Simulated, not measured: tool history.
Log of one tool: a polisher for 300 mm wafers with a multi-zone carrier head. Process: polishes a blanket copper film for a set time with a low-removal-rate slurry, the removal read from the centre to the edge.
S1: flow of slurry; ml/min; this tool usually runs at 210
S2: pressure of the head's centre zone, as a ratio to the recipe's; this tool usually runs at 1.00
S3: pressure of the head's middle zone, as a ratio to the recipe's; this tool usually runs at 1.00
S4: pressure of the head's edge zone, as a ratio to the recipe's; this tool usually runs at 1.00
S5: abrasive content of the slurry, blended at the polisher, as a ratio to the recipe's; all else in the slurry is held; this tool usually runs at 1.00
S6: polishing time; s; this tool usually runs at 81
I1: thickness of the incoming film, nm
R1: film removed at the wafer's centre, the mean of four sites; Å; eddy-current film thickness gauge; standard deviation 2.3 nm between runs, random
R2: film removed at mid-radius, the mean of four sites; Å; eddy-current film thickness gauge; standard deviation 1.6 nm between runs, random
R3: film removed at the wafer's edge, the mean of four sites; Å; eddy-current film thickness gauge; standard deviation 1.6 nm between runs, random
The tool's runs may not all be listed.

run 1 day=0.000 | S1=210 S2=1.00 S3=1.00 S4=1.00 S5=1.00 S6=81 | I1=1560.0 | R1=2135 R2=2181 R3=2131
run 2 day=4.479 | S1=210 S2=1.00 S3=1.00 S4=1.00 S5=1.00 S6=81 | I1=1576.0 | R1=2138 R2=2159 R3=2119
run 3 day=7.504 | S1=210 S2=0.94 S3=1.00 S4=1.00 S5=1.25 S6=81 | I1=1565.7 | R1=2120 R2=2231 R3=2215
run 4 day=9.933 | S1=210 S2=1.00 S3=1.00 S4=1.00 S5=1.00 S6=108 | I1=1560.5 | R1=2803 R2=2847 R3=2770
run 5 day=12.262 | S1=145 S2=1.00 S3=1.00 S4=1.11 S5=1.00 S6=66 | I1=1563.9 | R1=1590 R2=1618 R3=1698
run 6 day=14.250 | S1=210 S2=1.00 S3=1.00 S4=1.00 S5=1.00 S6=81 | I1=1543.9 | R1=2046 R2=2110 R3=2057
run 7 day=17.354 | S1=210 S2=1.00 S3=0.89 S4=1.00 S5=1.00 S6=81 | I1=1552.4 | R1=2059 R2=1871 R3=2060
-- day=18.900 slurry nozzle cleaned
run 8 day=20.358 | S1=285 S2=1.00 S3=1.00 S4=1.00 S5=1.00 S6=81 | I1=1564.1 | R1=2234 R2=2262 R3=2189
-- day=20.850 edge zone pressure recalibrated
run 9 day=22.046 | S1=260 S2=1.00 S3=1.00 S4=1.00 S5=1.00 S6=81 | I1=1557.2 | R1=2238 R2=2195 R3=2145
run 10 day=24.096 | S1=210 S2=1.00 S3=1.00 S4=1.00 S5=1.00 S6=81 | I1=1544.4 | R1=2199 R2=2157 R3=2096
-- day=25.892 worn pad replaced by a new one
run 11 day=28.033 | S1=210 S2=1.00 S3=1.00 S4=0.95 S5=1.00 S6=81 | I1=1566.8 | R1=2109 R2=2156 R3=2071
-- day=32.388 centre zone pressure recalibrated
run 12 day=32.412 | S1=210 S2=1.00 S3=1.10 S4=1.00 S5=1.00 S6=81 | I1=1571.3 | R1=2117 R2=2302 R3=2067
-- day=34.542 carrier head's membrane replaced by a new one
run 13 day=36.508 | S1=165 S2=1.00 S3=1.00 S4=1.00 S5=0.70 S6=81 | I1=1544.5 | R1=1810 R2=1825 R3=1835
run 14 day=38.033 | S1=210 S2=1.00 S3=1.00 S4=1.00 S5=1.00 S6=81 | I1=1577.2 | R1=2052 R2=2065 R3=2056
run 15 day=40.717 | S1=210 S2=1.00 S3=1.00 S4=1.00 S5=1.00 S6=81 | I1=1555.4 | R1=2019 R2=2071 R3=2043

What does the tool deliver on the next run?
run 16 day=44.483 | S1=210 S2=1.00 S3=1.00 S4=1.00 S5=1.00 S6=81 | I1=1579.9 | R1=? R2=? R3=?

Run 16 produced R1 2011 Å, R2 2013 Å, R3 2007 Å.
With the hidden condition absent and the run-to-run variation left alone, this run would have shown R1 2196 Å, R2 2178 Å, R3 2126 Å.
